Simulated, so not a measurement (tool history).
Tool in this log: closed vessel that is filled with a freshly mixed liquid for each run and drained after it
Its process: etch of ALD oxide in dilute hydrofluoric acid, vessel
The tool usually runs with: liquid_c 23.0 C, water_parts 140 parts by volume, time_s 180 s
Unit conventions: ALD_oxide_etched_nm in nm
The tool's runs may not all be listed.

| run | day | liquid_c | water_parts | time_s | read-back film thickness of the ALD oxide reference wafer, read on the same gauge (nm) | ALD_oxide_etched_nm |
|---|---|---|---|---|---|---|
| 1 | 0.000 | 21.5 | 180 | 180 | 149.97 | 10.88 |
| 2 | 1.162 | 21.5 | 180 | 180 | 150.00 | 10.87 |
| 3 | 4.400 | 23.0 | 140 | 180 | 149.99 | 15.51 |
| 4 | 5.158 | 23.0 | 140 | 180 | 150.02 | 15.44 |
| 5 | 6.458 | 23.0 | 140 | 180 | 150.01 | 15.49 |
| 6 | 7.262 | 23.0 | 170 | 180 | 149.98 | 12.27 |
|  | 11.483 | thermometer replaced |
| 7 | 11.525 | 23.0 | 140 | 180 | 150.01 | 15.40 |
| 8 | 12.538 | 22.0 | 140 | 180 | 149.98 | 14.81 |
| 9 | 13.204 | 22.0 | 140 | 180 | 149.99 | 14.84 |
| 10 | 13.996 | 23.0 | 140 | 180 | 149.99 | 15.29 |
|  | 15.058 | gauge calibrated |
| 11 | 15.471 | 23.0 | 140 | 180 | 150.00 | 15.44 |
| 12 | 19.471 | 23.0 | 140 | 180 | 150.02 | 15.36 |
| 13 | 20.633 | 23.0 | 160 | 125 | 150.00 | 9.12 |
| 14 | 21.383 | 23.0 | 140 | 95 | 150.00 | 8.16 |
| 15 | 22.104 | 21.5 | 120 | 240 | 149.99 | 23.18 |
| 16 | 23.029 | 23.0 | 140 | 180 | 149.99 | 15.32 |
| 17 | 24.304 | 19.5 | 190 | 260 | 149.97 | 13.53 |
| 18 | 24.804 | 26.0 | 140 | 260 | 150.00 | 24.85 |
|  | 25.646 | hydrofluoric acid flow meter replaced |
| 19 | 26.179 | 21.0 | 140 | 120 | 150.01 | 9.54 |
| 20 | 27.579 | 23.0 | 90 | 180 | 150.00 | 25.29 |
| 21 | 28.288 | 19.5 | 190 | 260 | 150.00 | 13.59 |
| 22 | 29.033 | 27.0 | 80 | 75 | 150.00 | 14.13 |
| 23 | 29.958 | 21.0 | 120 | 75 | 149.98 | 7.10 |
| 24 | 30.525 | 21.0 | 165 | 240 | 150.01 | 15.67 |
| 25 | 31.188 | 23.0 | 185 | 235 | 150.01 | 14.47 |
| 26 | 32.162 | 21.0 | 140 | 260 | 150.00 | 20.56 |
| 27 | 33.162 | 23.0 | 140 | 90 | 149.98 | 7.72 |
| 28 | 33.862 | 21.5 | 140 | 120 | 149.96 | 9.63 |
| 29 | 34.967 | 19.0 | 160 | 290 | 150.00 | 18.25 |
| 30 | 35.788 | 19.5 | 110 | 85 | 150.02 | 8.36 |
| 31 | 37.142 | 20.0 | 170 | 250 | 149.99 | 15.18 |
| 32 | 38.258 | 21.0 | 85 | 90 | 150.01 | 12.45 |
| 33 | 39.288 | 23.0 | 140 | 180 | 149.99 | 15.35 |
| 34 | 39.862 | 23.0 | 140 | 180 | 150.00 | 15.56 |

List, for all runs, the conditions of the tool that the log does not record:
liquid colder than its thermometer reads (K): 0 across all the runs
hydrofluoric acid flow above the setpoint (%): 0 across all the runs
gauge reads high (%): 0 across all the runs

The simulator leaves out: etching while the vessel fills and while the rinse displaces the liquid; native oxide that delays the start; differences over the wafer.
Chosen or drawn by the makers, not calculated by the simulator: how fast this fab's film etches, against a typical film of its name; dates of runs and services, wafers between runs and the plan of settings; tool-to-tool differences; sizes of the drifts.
